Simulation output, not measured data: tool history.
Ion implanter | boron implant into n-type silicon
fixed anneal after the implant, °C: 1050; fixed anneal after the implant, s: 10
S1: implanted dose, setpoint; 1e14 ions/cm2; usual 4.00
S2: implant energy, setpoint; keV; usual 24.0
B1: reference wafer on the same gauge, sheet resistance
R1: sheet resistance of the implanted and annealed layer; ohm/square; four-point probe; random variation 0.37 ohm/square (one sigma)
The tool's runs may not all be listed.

run 1 hour=0.0 | S1=4.00 S2=24.0 | B1=249.05 | R1=244.81
run 2 hour=82.2 | S1=4.00 S2=26.5 | B1=249.03 | R1=240.61
-- hour=117.3 Faraday cup replaced and dose calibrated
run 3 hour=132.3 | S1=4.00 S2=26.5 | B1=248.85 | R1=244.26
run 4 hour=224.3 | S1=4.00 S2=26.5 | B1=249.02 | R1=244.96
run 5 hour=311.5 | S1=3.25 S2=24.0 | B1=248.96 | R1=291.72
run 6 hour=372.6 | S1=3.25 S2=24.0 | B1=248.88 | R1=291.09
run 7 hour=435.5 | S1=3.25 S2=24.0 | B1=249.03 | R1=291.41
run 8 hour=502.8 | S1=4.60 S2=24.0 | B1=249.00 | R1=219.01
run 9 hour=599.0 | S1=4.60 S2=24.0 | B1=248.97 | R1=217.71
-- hour=628.1 Faraday cup replaced and dose calibrated
run 10 hour=642.6 | S1=4.72 S2=27.0 | B1=248.85 | R1=212.89
-- hour=675.1 gauge calibrated
run 11 hour=744.6 | S1=4.72 S2=27.0 | B1=249.02 | R1=212.69
run 12 hour=798.9 | S1=4.00 S2=24.0 | B1=249.14 | R1=246.58
-- hour=889.4 extraction supply calibrated
run 13 hour=902.8 | S1=3.62 S2=26.0 | B1=249.07 | R1=264.59
run 14 hour=988.9 | S1=4.60 S2=24.0 | B1=249.04 | R1=218.26
run 15 hour=1027.9 | S1=3.52 S2=29.0 | B1=249.04 | R1=265.90
run 16 hour=1065.0 | S1=3.52 S2=24.0 | B1=249.04 | R1=271.04
-- hour=1133.7 Faraday cup replaced and dose calibrated
run 17 hour=1134.2 | S1=4.00 S2=31.0 | B1=249.04 | R1=240.09
run 18 hour=1197.5 | S1=2.95 S2=27.0 | B1=249.01 | R1=312.44
run 19 hour=1281.5 | S1=4.00 S2=16.5 | B1=249.07 | R1=257.33
run 20 hour=1391.3 | S1=3.37 S2=27.5 | B1=248.87 | R1=278.73
run 21 hour=1446.7 | S1=4.54 S2=16.0 | B1=248.99 | R1=231.82
-- hour=1469.4 gauge calibrated
run 22 hour=1550.1 | S1=4.00 S2=24.0 | B1=249.01 | R1=244.15

The same runs without the tool's hidden state, with the same run-to-run variation:
The hidden state here: deviation of the true dose from the Faraday cup's reading, %; deviation of the true energy from its setpoint, %; gauge reads high (%).
run=1 R1=247.83
run=2 R1=244.79
run=3 R1=244.32
run=4 R1=245.20
run=5 R1=292.49
run=6 R1=292.37
run=7 R1=293.37
run=8 R1=221.17
run=9 R1=221.04
run=10 R1=213.13
run=11 R1=213.11
run=12 R1=247.31
run=13 R1=266.16
run=14 R1=220.34
run=15 R1=268.93
run=16 R1=274.65
run=17 R1=240.30
run=18 R1=312.78
run=19 R1=257.90
run=20 R1=280.16
run=21 R1=233.49
run=22 R1=247.08
